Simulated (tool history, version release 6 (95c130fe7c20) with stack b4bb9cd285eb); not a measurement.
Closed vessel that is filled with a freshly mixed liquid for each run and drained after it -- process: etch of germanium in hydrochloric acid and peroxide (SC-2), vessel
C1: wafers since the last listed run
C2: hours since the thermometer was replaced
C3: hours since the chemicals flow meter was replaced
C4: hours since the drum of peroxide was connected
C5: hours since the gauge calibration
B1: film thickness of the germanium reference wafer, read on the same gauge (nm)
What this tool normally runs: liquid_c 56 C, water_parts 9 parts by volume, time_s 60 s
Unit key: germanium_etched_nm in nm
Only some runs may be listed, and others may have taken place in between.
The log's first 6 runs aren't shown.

{"run": 7, "hour": 142.4, "liquid_c": 56, "water_parts": 9, "time_s": 60, "C1": 3727, "C2": 161.7, "C3": 1516.6, "C4": 312.2, "C5": 436.9, "B1": 50, "germanium_etched_nm": 288.26}
{"run": 8, "hour": 173.4, "liquid_c": 56, "water_parts": 9, "time_s": 60, "C1": 4328, "C2": 192.7, "C3": 1547.6, "C4": 343.2, "C5": 467.9, "B1": 50.01, "germanium_etched_nm": 287.67}
{"run": 9, "hour": 200.1, "liquid_c": 56, "water_parts": 9, "time_s": 30, "C1": 3727, "C2": 219.4, "C3": 1574.3, "C4": 369.9, "C5": 494.6, "B1": 50.05, "germanium_etched_nm": 142.82}
{"hour": 213.2, "done": "chemicals flow meter replaced"}
{"run": 10, "hour": 225.5, "liquid_c": 56, "water_parts": 9, "time_s": 60, "C1": 3406, "C2": 244.8, "C3": 12.3, "C4": 395.3, "C5": 520, "B1": 49.98, "germanium_etched_nm": 284.61}
{"run": 11, "hour": 259.2, "liquid_c": 56, "water_parts": 9, "time_s": 60, "C1": 4705, "C2": 278.5, "C3": 46, "C4": 429, "C5": 553.7, "B1": 50.03, "germanium_etched_nm": 283.37}
{"run": 12, "hour": 278.3, "liquid_c": 59.5, "water_parts": 9, "time_s": 85, "C1": 2666, "C2": 297.6, "C3": 65.1, "C4": 448.1, "C5": 572.8, "B1": 50.01, "germanium_etched_nm": 447.91}
{"run": 13, "hour": 307.3, "liquid_c": 56, "water_parts": 9, "time_s": 90, "C1": 4048, "C2": 326.6, "C3": 94.1, "C4": 477.1, "C5": 601.8, "B1": 49.93, "germanium_etched_nm": 431.09}
{"run": 14, "hour": 327.2, "liquid_c": 56, "water_parts": 9, "time_s": 60, "C1": 2778, "C2": 346.5, "C3": 114, "C4": 497, "C5": 621.7, "B1": 49.98, "germanium_etched_nm": 290.11}
{"run": 15, "hour": 342.0, "liquid_c": 59.5, "water_parts": 13, "time_s": 45, "C1": 2066, "C2": 361.3, "C3": 128.8, "C4": 511.8, "C5": 636.5, "B1": 50.01, "germanium_etched_nm": 227.08}
{"run": 16, "hour": 373.1, "liquid_c": 56, "water_parts": 11, "time_s": 85, "C1": 4342, "C2": 392.4, "C3": 159.9, "C4": 542.9, "C5": 667.6, "B1": 50.07, "germanium_etched_nm": 395.7}
{"hour": 377.8, "done": "gauge calibrated"}
{"run": 17, "hour": 407.8, "liquid_c": 46.5, "water_parts": 7.5, "time_s": 85, "C1": 4844, "C2": 427.1, "C3": 194.6, "C4": 577.6, "C5": 30, "B1": 50.06, "germanium_etched_nm": 307.52}
{"run": 18, "hour": 431.6, "liquid_c": 56, "water_parts": 9, "time_s": 60, "C1": 3322, "C2": 450.9, "C3": 218.4, "C4": 601.4, "C5": 53.8, "B1": 49.99, "germanium_etched_nm": 285.75}
{"run": 19, "hour": 458.9, "liquid_c": 56, "water_parts": 9, "time_s": 60, "C1": 3811, "C2": 478.2, "C3": 245.7, "C4": 628.7, "C5": 81.1, "B1": 50.01, "germanium_etched_nm": 283.18}
{"hour": 478.1, "done": "new drum of peroxide connected"}
{"run": 20, "hour": 480.9, "liquid_c": 46, "water_parts": 7, "time_s": 90, "C1": 2932, "C2": 500.2, "C3": 267.7, "C4": 2.8, "C5": 103.1, "B1": 50.01, "germanium_etched_nm": 316.37}
{"run": 21, "hour": 504.7, "liquid_c": 56, "water_parts": 5, "time_s": 60, "C1": 3322, "C2": 524, "C3": 291.5, "C4": 26.6, "C5": 126.9, "B1": 49.95, "germanium_etched_nm": 295.32}
{"run": 22, "hour": 538.7, "liquid_c": 56, "water_parts": 9, "time_s": 60, "C1": 4747, "C2": 558, "C3": 325.5, "C4": 60.6, "C5": 160.9, "B1": 50.04, "germanium_etched_nm": 284.84}
{"run": 23, "hour": 566.9, "liquid_c": 60, "water_parts": 12, "time_s": 85, "C1": 3937, "C2": 586.2, "C3": 353.7, "C4": 88.8, "C5": 189.1, "B1": 49.99, "germanium_etched_nm": 441.59}
{"run": 24, "hour": 585.4, "liquid_c": 56, "water_parts": 9, "time_s": 60, "C1": 2582, "C2": 604.7, "C3": 372.2, "C4": 107.3, "C5": 207.6, "B1": 49.96, "germanium_etched_nm": 284.61}
{"run": 25, "hour": 605.6, "liquid_c": 65, "water_parts": 9, "time_s": 35, "C1": 2820, "C2": 624.9, "C3": 392.4, "C4": 127.5, "C5": 227.8, "B1": 49.99, "germanium_etched_nm": 216.8}
{"run": 26, "hour": 637.0, "liquid_c": 56, "water_parts": 9, "time_s": 60, "C1": 4384, "C2": 656.3, "C3": 423.8, "C4": 158.9, "C5": 259.2, "B1": 50, "germanium_etched_nm": 280.44}
{"run": 27, "hour": 658.6, "liquid_c": 56, "water_parts": 10.5, "time_s": 60, "C1": 3015, "C2": 677.9, "C3": 445.4, "C4": 180.5, "C5": 280.8, "B1": 50.02, "germanium_etched_nm": 283.06}
{"run": 28, "hour": 681.8, "liquid_c": 62.5, "water_parts": 9, "time_s": 50, "C1": 3239, "C2": 701.1, "C3": 468.6, "C4": 203.7, "C5": 304, "B1": 49.96, "germanium_etched_nm": 286.3}
{"run": 29, "hour": 698.7, "liquid_c": 59.5, "water_parts": 5.5, "time_s": 30, "C1": 2359, "C2": 718, "C3": 485.5, "C4": 220.6, "C5": 320.9, "B1": 49.93, "germanium_etched_nm": 162.41}
{"run": 30, "hour": 734.2, "liquid_c": 56, "water_parts": 9, "time_s": 60, "C1": 4956, "C2": 753.5, "C3": 521, "C4": 256.1, "C5": 356.4, "B1": 50.03, "germanium_etched_nm": 287.05}

What if the next run were any one of these 4? Each begins from the tool's condition after run 30:
{"run": "A", "hour": 734.9, "liquid_c": 56, "water_parts": 9, "time_s": 60, "C1": 97, "C2": 754.2, "C3": 521.7, "C4": 256.8, "C5": 357.1, "B1": "?", "germanium_etched_nm": "?"}
{"run": "B", "hour": 734.9, "liquid_c": 53, "water_parts": 7, "time_s": 60, "C1": 97, "C2": 754.2, "C3": 521.7, "C4": 256.8, "C5": 357.1, "B1": "?", "germanium_etched_nm": "?"}
{"run": "C", "hour": 734.9, "liquid_c": 65, "water_parts": 6, "time_s": 95, "C1": 97, "C2": 754.2, "C3": 521.7, "C4": 256.8, "C5": 357.1, "B1": "?", "germanium_etched_nm": "?"}
{"run": "D", "hour": 734.9, "liquid_c": 52, "water_parts": 10.5, "time_s": 80, "C1": 97, "C2": 754.2, "C3": 521.7, "C4": 256.8, "C5": 357.1, "B1": "?", "germanium_etched_nm": "?"}

run=A B1=50 germanium_etched_nm=281.85
run=B B1=50 germanium_etched_nm=261.53
run=C B1=50 germanium_etched_nm=600.59
run=D B1=50 germanium_etched_nm=327.39
What these runs would have given with no unlogged condition in the tool:
run=A germanium_etched_nm=288.71
run=B germanium_etched_nm=268.09
run=C germanium_etched_nm=614.56
run=D germanium_etched_nm=335.52

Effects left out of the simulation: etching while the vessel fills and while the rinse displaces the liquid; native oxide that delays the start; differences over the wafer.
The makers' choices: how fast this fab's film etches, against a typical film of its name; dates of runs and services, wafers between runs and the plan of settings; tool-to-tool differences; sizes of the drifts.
